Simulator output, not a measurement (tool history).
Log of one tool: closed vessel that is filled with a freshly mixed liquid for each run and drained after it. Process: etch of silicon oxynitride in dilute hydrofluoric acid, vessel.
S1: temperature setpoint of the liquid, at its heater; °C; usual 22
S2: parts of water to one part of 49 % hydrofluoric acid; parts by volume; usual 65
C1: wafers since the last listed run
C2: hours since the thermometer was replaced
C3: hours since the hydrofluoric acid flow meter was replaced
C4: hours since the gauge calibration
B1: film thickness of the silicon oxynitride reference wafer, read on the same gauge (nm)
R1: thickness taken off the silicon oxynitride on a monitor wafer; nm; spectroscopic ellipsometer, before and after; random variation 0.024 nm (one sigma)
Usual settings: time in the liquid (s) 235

run 1 day=0 | S1=22 S2=40 time_in_the_liquid_(s)=235 | C1=0 C2=1717.8 C3=846.5 C4=189.2 | B1=70.01 | R1=10.33
run 2 day=2.979 | S1=22 S2=90 time_in_the_liquid_(s)=235 | C1=7528 C2=1789.3 C3=918 C4=260.7 | B1=70.03 | R1=4.42
run 3 day=3.979 | S1=22 S2=60 time_in_the_liquid_(s)=235 | C1=2526 C2=1813.3 C3=942 C4=284.7 | B1=70.02 | R1=6.79
run 4 day=6.8 | S1=22 S2=60 time_in_the_liquid_(s)=235 | C1=7127 C2=1881 C3=1009.7 C4=352.4 | B1=70.01 | R1=6.79
run 5 day=8.062 | S1=22 S2=60 time_in_the_liquid_(s)=235 | C1=3190 C2=1911.3 C3=1040 C4=382.7 | B1=69.99 | R1=6.85
run 6 day=10.392 | S1=22 S2=65 time_in_the_liquid_(s)=235 | C1=5885 C2=1967.2 C3=1095.9 C4=438.6 | B1=70.05 | R1=6.3
run 7 day=12.562 | S1=22 S2=65 time_in_the_liquid_(s)=235 | C1=5485 C2=2019.3 C3=1148 C4=490.7 | B1=70 | R1=6.29
run 8 day=14.592 | S1=22 S2=65 time_in_the_liquid_(s)=235 | C1=5127 C2=2068 C3=1196.7 C4=539.4 | B1=69.98 | R1=6.33
run 9 day=17.958 | S1=22 S2=65 time_in_the_liquid_(s)=235 | C1=8507 C2=2148.8 C3=1277.5 C4=620.2 | B1=69.98 | R1=6.31
run 10 day=20.067 | S1=22 S2=65 time_in_the_liquid_(s)=235 | C1=5327 C2=2199.4 C3=1328.1 C4=670.8 | B1=70 | R1=6.3
run 11 day=21.075 | S1=22 S2=65 time_in_the_liquid_(s)=190 | C1=2547 C2=2223.6 C3=1352.3 C4=695 | B1=69.95 | R1=5.09
run 12 day=22.233 | S1=26 S2=75 time_in_the_liquid_(s)=120 | C1=2926 C2=2251.4 C3=1380.1 C4=722.8 | B1=69.97 | R1=3.36
-- day=23.067 hydrofluoric acid flow meter replaced
run 13 day=23.967 | S1=23.5 S2=40 time_in_the_liquid_(s)=235 | C1=4274 C2=2293 C3=21.6 C4=764.4 | B1=70 | R1=11.36
-- day=26.221 gauge calibrated
-- day=26.654 thermometer replaced
run 14 day=26.921 | S1=22 S2=65 time_in_the_liquid_(s)=235 | C1=7359 C2=6.4 C3=92.5 C4=16.8 | B1=70.02 | R1=6.04
run 15 day=29.208 | S1=25 S2=45 time_in_the_liquid_(s)=270 | C1=5780 C2=61.3 C3=147.4 C4=71.7 | B1=70.02 | R1=11.83
run 16 day=30.975 | S1=22 S2=45 time_in_the_liquid_(s)=375 | C1=4464 C2=103.7 C3=189.8 C4=114.1 | B1=70 | R1=14.35
run 17 day=32.65 | S1=20.5 S2=65 time_in_the_liquid_(s)=100 | C1=4232 C2=143.9 C3=230 C4=154.3 | B1=70.02 | R1=2.41
run 18 day=33.667 | S1=19.5 S2=65 time_in_the_liquid_(s)=235 | C1=2569 C2=168.3 C3=254.4 C4=178.7 | B1=69.98 | R1=5.38
run 19 day=36.15 | S1=22 S2=65 time_in_the_liquid_(s)=235 | C1=6275 C2=227.9 C3=314 C4=238.3 | B1=69.96 | R1=6.04
run 20 day=37.233 | S1=24 S2=75 time_in_the_liquid_(s)=120 | C1=2737 C2=253.9 C3=340 C4=264.3 | B1=69.97 | R1=2.96
run 21 day=39.312 | S1=25.5 S2=80 time_in_the_liquid_(s)=115 | C1=5253 C2=303.8 C3=389.9 C4=314.2 | B1=70 | R1=2.84
run 22 day=40.333 | S1=22 S2=65 time_in_the_liquid_(s)=125 | C1=2579 C2=328.3 C3=414.4 C4=338.7 | B1=70.01 | R1=3.26

Forecast each of these 3 alternatives for the next run:
run A day=40.362 | S1=22 S2=65 time_in_the_liquid_(s)=235 | C1=73 C2=329 C3=415.1 C4=339.4 | B1=? | R1=?
run B day=40.362 | S1=22 S2=65 time_in_the_liquid_(s)=280 | C1=73 C2=329 C3=415.1 C4=339.4 | B1=? | R1=?
run C day=40.362 | S1=19 S2=75 time_in_the_liquid_(s)=310 | C1=73 C2=329 C3=415.1 C4=339.4 | B1=? | R1=?

run=A B1=69.98 R1=6.12
run=B B1=69.98 R1=7.29
run=C B1=69.98 R1=5.99
Without the tool's hidden state the same runs would have given:
run=A R1=6.02
run=B R1=7.17
run=C R1=5.89
